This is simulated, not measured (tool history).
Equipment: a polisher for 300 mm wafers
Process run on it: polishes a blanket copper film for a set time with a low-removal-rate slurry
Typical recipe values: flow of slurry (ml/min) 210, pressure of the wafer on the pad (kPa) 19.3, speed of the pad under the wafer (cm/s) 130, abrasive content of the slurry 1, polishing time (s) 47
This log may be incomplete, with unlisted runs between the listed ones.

| run | day | flow of slurry (ml/min) | pressure of the wafer on the pad (kPa) | speed of the pad under the wafer (cm/s) | abrasive content of the slurry | polishing time (s) | wafers since the last listed run | wafers polished on this pad | hours since the slurry nozzle was cleaned | hours since the head pressure was calibrated | hours since the slurry blender was calibrated | incoming thickness of the incoming film, nm | film removed (Å) |
|---|---|---|---|---|---|---|---|---|---|---|---|---|---|
| 1 | 0 | 210 | 19.3 | 130 | 1 | 47 | 0 | 52 | 221.2 | 466.5 | 19.9 | 1432.8 | 2024 |
| 2 | 0.6 | 210 | 19.3 | 130 | 1 | 47 | 135 | 187 | 235.6 | 480.9 | 34.3 | 1414.7 | 2054 |
| 3 | 1.267 | 210 | 19.3 | 140 | 1 | 47 | 150 | 338 | 251.6 | 496.9 | 50.3 | 1409.4 | 2139 |
| 4 | 1.529 | 210 | 19.3 | 140 | 1 | 47 | 59 | 397 | 257.9 | 503.2 | 56.6 | 1408.8 | 2205 |
| 5 | 1.871 | 175 | 19.3 | 170 | 1 | 38 | 77 | 474 | 266.1 | 511.4 | 64.8 | 1440.1 | 2086 |
| 6 | 2.617 | 270 | 15.2 | 130 | 1 | 47 | 168 | 643 | 284 | 529.3 | 82.7 | 1462.6 | 1657 |
| 7 | 2.954 | 155 | 19.3 | 130 | 1 | 47 | 76 | 719 | 292.1 | 537.4 | 90.8 | 1449.1 | 1909 |
| 8 | 3.354 | 210 | 19.3 | 130 | 1.15 | 35 | 90 | 809 | 301.7 | 547 | 100.4 | 1442.1 | 1515 |
| 9 | 3.796 | 260 | 19.3 | 144 | 1.1 | 47 | 99 | 909 | 312.3 | 557.6 | 111 | 1458.1 | 2324 |
| 10 | 4.288 | 210 | 19.3 | 130 | 1 | 47 | 111 | 1020 | 324.1 | 569.4 | 122.8 | 1424.7 | 2018 |
| 11 | 4.696 | 210 | 19.3 | 92 | 1 | 47 | 92 | 1112 | 333.9 | 579.2 | 132.6 | 1441 | 1433 |
|  | 5.388 | worn pad replaced by a new one |
| 12 | 5.408 | 210 | 19.3 | 96 | 1 | 47 | 123 | 5 | 351 | 596.3 | 149.7 | 1437.6 | 1464 |
|  | 5.612 | slurry nozzle cleaned |
| 13 | 5.717 | 190 | 19.3 | 130 | 1 | 47 | 60 | 65 | 2.5 | 603.7 | 157.1 | 1408.8 | 2052 |
| 14 | 6.121 | 210 | 19.3 | 130 | 1 | 51 | 91 | 156 | 12.2 | 613.4 | 166.8 | 1418.1 | 2306 |
| 15 | 6.504 | 210 | 19.3 | 130 | 1 | 47 | 86 | 243 | 21.4 | 622.6 | 176 | 1433.9 | 2101 |
|  | 6.925 | head pressure recalibrated |
| 16 | 7.154 | 210 | 26.2 | 130 | 1 | 47 | 127 | 371 | 37 | 5.5 | 191.6 | 1438.6 | 2894 |
| 17 | 7.521 | 210 | 19.3 | 160 | 1 | 57 | 82 | 453 | 45.8 | 14.3 | 200.4 | 1429.7 | 3072 |
| 18 | 7.975 | 210 | 12.4 | 110 | 1 | 47 | 102 | 556 | 56.7 | 25.2 | 211.3 | 1439.9 | 1166 |

Run 19, settings as shown, results not yet in. Your forecast:
| 19 | 8.662 | 210 | 19.3 | 130 | 1 | 47 | 155 | 711 | 73.2 | 41.7 | 227.8 | 1440.5 | ? |

{"run 19": {"film removed (Å)": 2068}}
Were there no unlogged condition in the tool, this run, its random variation unchanged, would have produced film removed (Å) 2076.
